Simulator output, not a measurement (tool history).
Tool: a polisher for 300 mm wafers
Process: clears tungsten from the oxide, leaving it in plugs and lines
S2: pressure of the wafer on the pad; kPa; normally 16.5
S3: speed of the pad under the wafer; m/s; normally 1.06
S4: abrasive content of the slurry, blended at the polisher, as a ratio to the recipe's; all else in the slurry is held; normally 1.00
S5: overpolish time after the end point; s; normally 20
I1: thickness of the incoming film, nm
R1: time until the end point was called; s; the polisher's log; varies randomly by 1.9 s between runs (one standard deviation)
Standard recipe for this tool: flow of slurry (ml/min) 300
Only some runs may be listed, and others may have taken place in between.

Run 1, hour 0.0: usual settings but S3 1.20 m/s; I1 474.2. Result: R1 154.4 s.
Run 2, hour 51.9: usual settings but S3 1.20 m/s; I1 475.1. Result: R1 155.1 s.
At hour 131.4: slurry tank refilled with fresh slurry and peroxide.
At hour 156.0: slurry blender recalibrated.
At hour 167.9: worn pad replaced by a new one.
Run 3, hour 175.2: usual settings but S3 1.20 m/s; I1 465.9. Result: R1 149.7 s.
Run 4, hour 204.8: usual settings; I1 475.1. Result: R1 170.9 s.
Run 5, hour 234.4: usual settings; I1 469.4. Result: R1 170.0 s.
Run 6, hour 301.1: usual settings but S5 27 s; I1 469.2. Result: R1 172.9 s.
Run 7, hour 360.1: usual settings but S2 20.7 kPa, S5 15 s; I1 469.0. Result: R1 133.5 s.
At hour 361.4: slurry tank refilled with fresh slurry and peroxide.
At hour 367.3: slurry nozzle cleaned.
At hour 394.2: worn pad replaced by a new one.
Run 8, hour 413.3: usual settings but S2 20.7 kPa, S5 15 s; I1 470.6. Result: R1 137.7 s.
At hour 428.7: head pressure recalibrated.
Run 9, hour 452.2: usual settings but S2 20.7 kPa, S5 15 s; I1 478.7. Result: R1 141.8 s.
Run 10, hour 491.6: usual settings; I1 473.1. Result: R1 172.6 s.
Run 11, hour 544.2: usual settings but S4 1.20, S5 14 s; I1 472.0. Result: R1 166.4 s.
Run 12, hour 582.3: usual settings but flow of slurry (ml/min) 235, S2 13.1 kPa; I1 467.2. Result: R1 219.7 s.
At hour 591.2: worn pad replaced by a new one.
At hour 594.9: slurry tank refilled with fresh slurry and peroxide.
At hour 608.4: slurry blender recalibrated.
Run 13, hour 644.7: usual settings but S2 11.7 kPa, S3 0.96 m/s; I1 475.1. Result: R1 269.1 s.
Run 14, hour 696.5: usual settings; I1 464.3. Result: R1 168.6 s.
Run 15, hour 755.2: usual settings but S2 19.3 kPa; I1 477.6. Result: R1 147.6 s.
At hour 784.5: slurry tank refilled with fresh slurry and peroxide.
Run 16, hour 794.6: usual settings but S5 11 s; I1 476.5. Result: R1 171.8 s.
At hour 825.4: worn pad replaced by a new one.
Run 17, hour 838.3: usual settings but flow of slurry (ml/min) 400, S3 0.94 m/s, S5 9 s; I1 477.9. Result: R1 192.7 s.
Run 18, hour 881.3: usual settings but S5 16 s; I1 474.2. Result: R1 172.0 s.
Run 19, hour 947.5: usual settings but flow of slurry (ml/min) 220; I1 476.9. Result: R1 181.3 s.
At hour 982.8: slurry tank refilled with fresh slurry and peroxide.
Run 20, hour 1015.0: usual settings but S2 20.7 kPa, S5 15 s; I1 468.9. Result: R1 133.1 s.
At hour 1027.1: worn pad replaced by a new one.
Run 21, hour 1079.2: usual settings but S5 27 s; I1 470.3. Result: R1 170.9 s.
Run 22, hour 1112.6: usual settings but S2 14.5 kPa, S3 1.30 m/s, S4 1.15, S5 10 s; I1 473.8. Result: R1 156.9 s.

Here are 3 independent what-if runs from the current tool condition. What would each one return?
Run A, hour 1113.1: usual settings; I1 472.1. Result: R1 ?.
Run B, hour 1113.1: usual settings but S5 9 s; I1 472.1. Result: R1 ?.
Run C, hour 1113.1: usual settings but S2 15.2 kPa, S3 0.84 m/s, S5 9 s; I1 472.1. Result: R1 ?.

run     R1
  A  170.4
  B  170.4
  C  234.6
Without the tool's unlogged condition, the same runs would have read:
run     R1
  A  170.4
  B  170.4
  C  234.6
